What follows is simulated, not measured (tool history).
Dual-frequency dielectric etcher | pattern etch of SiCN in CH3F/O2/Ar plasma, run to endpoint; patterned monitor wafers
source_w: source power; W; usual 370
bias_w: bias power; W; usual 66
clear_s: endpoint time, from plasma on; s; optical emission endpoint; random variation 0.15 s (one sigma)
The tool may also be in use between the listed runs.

run	hour	source_w	bias_w	incoming incoming film thickness, nm	clear_s
1	0	430	66	10.58	28.1
2	28.1	370	66	10.59	30.2
3	43.7	370	66	10.67	30.3
4	61.4	370	66	10.58	30.1
5	79.1	370	66	10.56	30.2
6	109.6	370	66	10.63	30.5
7	128.4	370	66	10.58	30.3
8	160.8	370	70	10.53	29.4
9	193.6	340	66	10.62	31.9
10	224.2	340	66	10.68	32.3
11	257.6	370	66	10.52	30.8
12	281	450	76	10.48	25.8
13	304.5	300	52	10.57	39.3
14	325.8	420	75	10.63	27.5

Run 15 comes next. What will it give?
# hour 362.5: wet clean of the chamber
15	363	280	55	10.56	?

Run 15 gave clear_s 37.3 s.
Without the tool's hidden state the same run would have given clear_s 37.2 s.

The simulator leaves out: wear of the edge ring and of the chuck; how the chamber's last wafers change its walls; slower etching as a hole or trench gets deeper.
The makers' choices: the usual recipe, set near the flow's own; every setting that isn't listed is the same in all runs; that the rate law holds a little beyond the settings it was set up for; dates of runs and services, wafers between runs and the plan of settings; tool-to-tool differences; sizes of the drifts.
